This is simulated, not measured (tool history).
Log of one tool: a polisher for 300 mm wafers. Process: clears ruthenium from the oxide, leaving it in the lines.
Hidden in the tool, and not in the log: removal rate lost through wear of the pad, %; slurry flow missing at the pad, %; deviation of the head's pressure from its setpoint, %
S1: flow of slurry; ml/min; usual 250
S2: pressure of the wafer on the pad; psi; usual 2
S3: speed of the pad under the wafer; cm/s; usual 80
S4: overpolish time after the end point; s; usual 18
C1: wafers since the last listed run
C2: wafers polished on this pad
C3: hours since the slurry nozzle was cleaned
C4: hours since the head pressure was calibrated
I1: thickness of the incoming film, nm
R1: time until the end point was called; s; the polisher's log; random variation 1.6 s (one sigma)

{"run": 1, "day": 0.0, "S1": 250, "S2": 2, "S3": 80, "S4": 18, "C1": 0, "C2": 375, "C3": 2.8, "C4": 310, "I1": 108.1, "R1": 110.1}
{"run": 2, "day": 0.529, "S1": 250, "S2": 2, "S3": 80, "S4": 18, "C1": 140, "C2": 515, "C3": 15.5, "C4": 322.7, "I1": 107.8, "R1": 109.5}
{"run": 3, "day": 1.221, "S1": 250, "S2": 2, "S3": 80, "S4": 18, "C1": 183, "C2": 698, "C3": 32.1, "C4": 339.3, "I1": 110, "R1": 112.6}
{"run": 4, "day": 2.254, "S1": 320, "S2": 2, "S3": 80, "S4": 21, "C1": 273, "C2": 972, "C3": 56.9, "C4": 364.1, "I1": 108, "R1": 107.9}
{"run": 5, "day": 3.271, "S1": 320, "S2": 2, "S3": 80, "S4": 21, "C1": 269, "C2": 1241, "C3": 81.3, "C4": 388.5, "I1": 111.1, "R1": 109}
{"day": 3.992, "done": "worn pad replaced by a new one"}
{"run": 6, "day": 4.012, "S1": 250, "S2": 2, "S3": 94, "S4": 18, "C1": 152, "C2": 5, "C3": 99.1, "C4": 406.3, "I1": 108.6, "R1": 96.3}
{"run": 7, "day": 5.083, "S1": 250, "S2": 2, "S3": 94, "S4": 18, "C1": 283, "C2": 289, "C3": 124.8, "C4": 432, "I1": 108.9, "R1": 96.1}
{"run": 8, "day": 5.767, "S1": 250, "S2": 2, "S3": 94, "S4": 18, "C1": 180, "C2": 470, "C3": 141.2, "C4": 448.4, "I1": 110.8, "R1": 99.4}
{"run": 9, "day": 6.412, "S1": 250, "S2": 2, "S3": 80, "S4": 18, "C1": 170, "C2": 641, "C3": 156.7, "C4": 463.9, "I1": 111.1, "R1": 112.9}
{"run": 10, "day": 7.417, "S1": 250, "S2": 2, "S3": 80, "S4": 18, "C1": 265, "C2": 906, "C3": 180.8, "C4": 488, "I1": 111.4, "R1": 113.6}
{"run": 11, "day": 8.738, "S1": 250, "S2": 2, "S3": 80, "S4": 18, "C1": 349, "C2": 1256, "C3": 212.5, "C4": 519.7, "I1": 110.1, "R1": 114.4}
{"run": 12, "day": 9.425, "S1": 250, "S2": 2, "S3": 80, "S4": 18, "C1": 181, "C2": 1438, "C3": 229, "C4": 536.2, "I1": 110, "R1": 112}
{"run": 13, "day": 10.692, "S1": 250, "S2": 2, "S3": 80, "S4": 18, "C1": 335, "C2": 1773, "C3": 259.4, "C4": 566.6, "I1": 111.5, "R1": 114.6}
{"day": 11.025, "done": "worn pad replaced by a new one"}
{"run": 14, "day": 11.433, "S1": 250, "S2": 2, "S3": 80, "S4": 18, "C1": 152, "C2": 107, "C3": 277.2, "C4": 584.4, "I1": 108.6, "R1": 111.6}
{"run": 15, "day": 12.325, "S1": 250, "S2": 2, "S3": 80, "S4": 18, "C1": 235, "C2": 343, "C3": 298.6, "C4": 605.8, "I1": 108.8, "R1": 110.5}
{"run": 16, "day": 13.008, "S1": 320, "S2": 2, "S3": 80, "S4": 18, "C1": 180, "C2": 524, "C3": 315, "C4": 622.2, "I1": 108.7, "R1": 110.1}
{"run": 17, "day": 14.188, "S1": 195, "S2": 2, "S3": 80, "S4": 9, "C1": 312, "C2": 836, "C3": 343.3, "C4": 650.5, "I1": 109.9, "R1": 114}
{"run": 18, "day": 14.971, "S1": 250, "S2": 2, "S3": 80, "S4": 18, "C1": 207, "C2": 1044, "C3": 362.1, "C4": 669.3, "I1": 110.7, "R1": 112.6}
{"run": 19, "day": 15.892, "S1": 275, "S2": 2, "S3": 62, "S4": 18, "C1": 243, "C2": 1287, "C3": 384.2, "C4": 691.4, "I1": 108.8, "R1": 136.8}
{"day": 16.283, "done": "head pressure recalibrated"}
{"run": 20, "day": 16.946, "S1": 300, "S2": 1.7, "S3": 80, "S4": 25, "C1": 256, "C2": 1544, "C3": 409.5, "C4": 15.9, "I1": 108, "R1": 124.1}
{"day": 17.192, "done": "worn pad replaced by a new one"}
{"run": 21, "day": 17.717, "S1": 250, "S2": 2, "S3": 80, "S4": 18, "C1": 159, "C2": 138, "C3": 428, "C4": 34.4, "I1": 111.1, "R1": 111.2}
{"day": 18.121, "done": "slurry nozzle cleaned"}
{"run": 22, "day": 18.838, "S1": 160, "S2": 1.5, "S3": 98, "S4": 8, "C1": 285, "C2": 424, "C3": 17.2, "C4": 61.3, "I1": 110.1, "R1": 128.9}
{"run": 23, "day": 19.821, "S1": 250, "S2": 2, "S3": 80, "S4": 18, "C1": 260, "C2": 684, "C3": 40.8, "C4": 84.9, "I1": 111.6, "R1": 112.6}
{"run": 24, "day": 20.45, "S1": 250, "S2": 2, "S3": 80, "S4": 18, "C1": 166, "C2": 851, "C3": 55.9, "C4": 100, "I1": 109.1, "R1": 111.7}
{"run": 25, "day": 21.429, "S1": 250, "S2": 2, "S3": 108, "S4": 18, "C1": 259, "C2": 1110, "C3": 79.4, "C4": 123.5, "I1": 107.7, "R1": 82.4}
{"run": 26, "day": 22.417, "S1": 335, "S2": 1.7, "S3": 52, "S4": 24, "C1": 261, "C2": 1371, "C3": 103.1, "C4": 147.2, "I1": 107.8, "R1": 184.4}
{"day": 23.075, "done": "worn pad replaced by a new one"}
{"run": 27, "day": 23.671, "S1": 250, "S2": 2, "S3": 80, "S4": 18, "C1": 287, "C2": 158, "C3": 133.2, "C4": 177.3, "I1": 110.8, "R1": 112}
{"run": 28, "day": 25.125, "S1": 250, "S2": 2, "S3": 104, "S4": 26, "C1": 384, "C2": 542, "C3": 168.1, "C4": 212.2, "I1": 108.1, "R1": 84.6}
{"run": 29, "day": 26.288, "S1": 250, "S2": 2, "S3": 108, "S4": 18, "C1": 307, "C2": 850, "C3": 196, "C4": 240.1, "I1": 109.9, "R1": 84.8}
{"run": 30, "day": 26.825, "S1": 250, "S2": 2, "S3": 80, "S4": 12, "C1": 142, "C2": 992, "C3": 208.9, "C4": 253, "I1": 110.6, "R1": 113.8}
{"run": 31, "day": 28.075, "S1": 250, "S2": 2.5, "S3": 80, "S4": 11, "C1": 330, "C2": 1323, "C3": 238.9, "C4": 283, "I1": 109.5, "R1": 91.6}
{"run": 32, "day": 29.008, "S1": 185, "S2": 2, "S3": 80, "S4": 9, "C1": 247, "C2": 1570, "C3": 261.3, "C4": 305.4, "I1": 109.5, "R1": 114.1}
{"day": 29.312, "done": "worn pad replaced by a new one"}
{"run": 33, "day": 30.196, "S1": 250, "S2": 2, "S3": 52, "S4": 13, "C1": 270, "C2": 234, "C3": 289.8, "C4": 333.9, "I1": 112.4, "R1": 169.6}
{"run": 34, "day": 30.888, "S1": 250, "S2": 2, "S3": 80, "S4": 18, "C1": 183, "C2": 417, "C3": 306.4, "C4": 350.5, "I1": 108.5, "R1": 111}

The tool's hidden state at each run:
removal rate lost through wear of the pad, %: 0 in every run
slurry flow missing at the pad, %: 0 in every run
deviation of the head's pressure from its setpoint, %: 0 in every run

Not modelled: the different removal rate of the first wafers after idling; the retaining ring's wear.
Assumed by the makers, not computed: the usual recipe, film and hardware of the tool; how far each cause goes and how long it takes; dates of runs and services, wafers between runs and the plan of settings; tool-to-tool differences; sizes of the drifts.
